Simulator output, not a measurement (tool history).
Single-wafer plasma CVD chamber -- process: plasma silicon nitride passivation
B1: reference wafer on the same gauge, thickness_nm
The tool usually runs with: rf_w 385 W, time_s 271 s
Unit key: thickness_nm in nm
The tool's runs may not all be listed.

Run 1, day 0.000: usual settings but rf_w 430 W; B1 358.866. Result: thickness_nm 375.346 nm.
Run 2, day 2.242: usual settings but rf_w 430 W; B1 358.850. Result: thickness_nm 378.170 nm.
Run 3, day 6.588: usual settings but rf_w 430 W; B1 359.202. Result: thickness_nm 375.324 nm.
Run 4, day 10.567: usual settings; B1 358.847. Result: thickness_nm 360.811 nm.
Run 5, day 14.821: usual settings; B1 359.194. Result: thickness_nm 362.644 nm.
Run 6, day 18.038: usual settings but rf_w 445 W, time_s 285 s; B1 358.917. Result: thickness_nm 399.356 nm.
Run 7, day 20.854: usual settings but rf_w 445 W, time_s 285 s; B1 358.602. Result: thickness_nm 401.273 nm.
Run 8, day 23.479: usual settings; B1 358.889. Result: thickness_nm 361.928 nm.
Run 9, day 27.683: usual settings but rf_w 365 W; B1 359.298. Result: thickness_nm 357.225 nm.
At day 30.275: RF generator calibrated.
Run 10, day 32.017: usual settings but rf_w 365 W; B1 359.496. Result: thickness_nm 364.782 nm.
Run 11, day 35.354: usual settings; B1 358.448. Result: thickness_nm 371.830 nm.
Run 12, day 39.696: usual settings; B1 358.968. Result: thickness_nm 367.766 nm.
At day 40.450: gauge calibrated.
Run 13, day 53.158: usual settings; B1 359.490. Result: thickness_nm 365.782 nm.
Run 14, day 55.175: usual settings but rf_w 445 W; B1 359.308. Result: thickness_nm 384.912 nm.
At day 59.175: showerhead replaced.
Run 15, day 59.221: usual settings; B1 358.642. Result: thickness_nm 365.741 nm.
Run 16, day 62.575: usual settings; B1 358.884. Result: thickness_nm 366.793 nm.
Run 17, day 65.400: usual settings; B1 358.875. Result: thickness_nm 363.544 nm.
Run 18, day 69.217: usual settings but rf_w 345 W, time_s 303 s; B1 358.899. Result: thickness_nm 390.519 nm.
Run 19, day 72.992: usual settings but time_s 240 s; B1 358.612. Result: thickness_nm 322.359 nm.
Run 20, day 75.633: usual settings; B1 359.142. Result: thickness_nm 363.015 nm.
Run 21, day 85.233: usual settings but time_s 307 s; B1 359.359. Result: thickness_nm 412.477 nm.
Run 22, day 88.062: usual settings but time_s 322 s; B1 358.259. Result: thickness_nm 428.608 nm.
Run 23, day 90.788: usual settings; B1 358.712. Result: thickness_nm 363.148 nm.
Run 24, day 92.438: usual settings but rf_w 450 W, time_s 236 s; B1 358.727. Result: thickness_nm 334.717 nm.
Run 25, day 94.129: usual settings but time_s 224 s; B1 358.813. Result: thickness_nm 298.939 nm.
Run 26, day 97.325: usual settings; B1 358.428. Result: thickness_nm 361.156 nm.
Run 27, day 99.100: usual settings but rf_w 360 W; B1 359.078. Result: thickness_nm 353.520 nm.
Run 28, day 101.462: usual settings; B1 359.056. Result: thickness_nm 361.906 nm.
Run 29, day 104.283: usual settings but rf_w 425 W, time_s 223 s; B1 358.849. Result: thickness_nm 308.257 nm.
At day 106.171: RF generator calibrated.
Run 30, day 107.358: usual settings but rf_w 460 W, time_s 318 s; B1 358.654. Result: thickness_nm 469.660 nm.
Run 31, day 109.942: usual settings; B1 358.856. Result: thickness_nm 373.742 nm.
Run 32, day 112.575: usual settings but rf_w 420 W, time_s 244 s; B1 358.725. Result: thickness_nm 343.989 nm.
Run 33, day 115.358: usual settings but rf_w 450 W, time_s 312 s; B1 359.359. Result: thickness_nm 447.640 nm.
Run 34, day 116.888: usual settings but time_s 321 s; B1 359.087. Result: thickness_nm 436.339 nm.
Run 35, day 119.962: usual settings; B1 358.476. Result: thickness_nm 369.036 nm.
Run 36, day 121.571: usual settings; B1 359.072. Result: thickness_nm 367.836 nm.
Run 37, day 124.088: usual settings; B1 358.981. Result: thickness_nm 369.856 nm.
Run 38, day 127.562: usual settings but rf_w 420 W; B1 358.646. Result: thickness_nm 376.932 nm.
Run 39, day 129.554: usual settings but rf_w 455 W, time_s 294 s; B1 359.477. Result: thickness_nm 421.392 nm.
At day 129.967: gauge calibrated.
Run 40, day 131.288: usual settings but rf_w 315 W, time_s 302 s; B1 358.666. Result: thickness_nm 375.427 nm.
Run 41, day 135.558: usual settings but rf_w 445 W, time_s 285 s; B1 359.567. Result: thickness_nm 404.264 nm.
Run 42, day 139.642: usual settings but rf_w 330 W, time_s 298 s; B1 359.269. Result: thickness_nm 379.386 nm.
Run 43, day 143.671: usual settings but rf_w 430 W, time_s 305 s; B1 359.741. Result: thickness_nm 422.872 nm.

Measured minus without-hidden-state, run by run (identical run-to-run variation in each term; gauge scatter may differ):
Hidden state at play: delivered RF power above the setpoint (%); gauge reads high (%).
run  thickness_nm
  1       -11.276
  2       -11.510
  3       -11.675
  4       -11.408
  5       -11.632
  6       -12.928
  7       -13.082
  8       -11.867
  9       -11.806
 10        -2.516
 11        -3.867
 12        -5.267
 13        -8.385
 14        -9.181
 15        -9.325
 16        -9.780
 17       -10.007
 18       -11.146
 19        -9.475
 20       -10.859
 21       -12.945
 22       -13.593
 23       -11.619
 24       -10.762
 25        -9.656
 26       -11.757
 27       -11.552
 28       -11.882
 29       -10.171
 30        -1.733
 31        -2.418
 32        -3.105
 33        -5.129
 34        -5.535
 35        -5.511
 36        -5.887
 37        -6.488
 38        -7.322
 39        -8.592
 40        -7.946
 41        -9.240
 42        -9.186
 43       -10.716

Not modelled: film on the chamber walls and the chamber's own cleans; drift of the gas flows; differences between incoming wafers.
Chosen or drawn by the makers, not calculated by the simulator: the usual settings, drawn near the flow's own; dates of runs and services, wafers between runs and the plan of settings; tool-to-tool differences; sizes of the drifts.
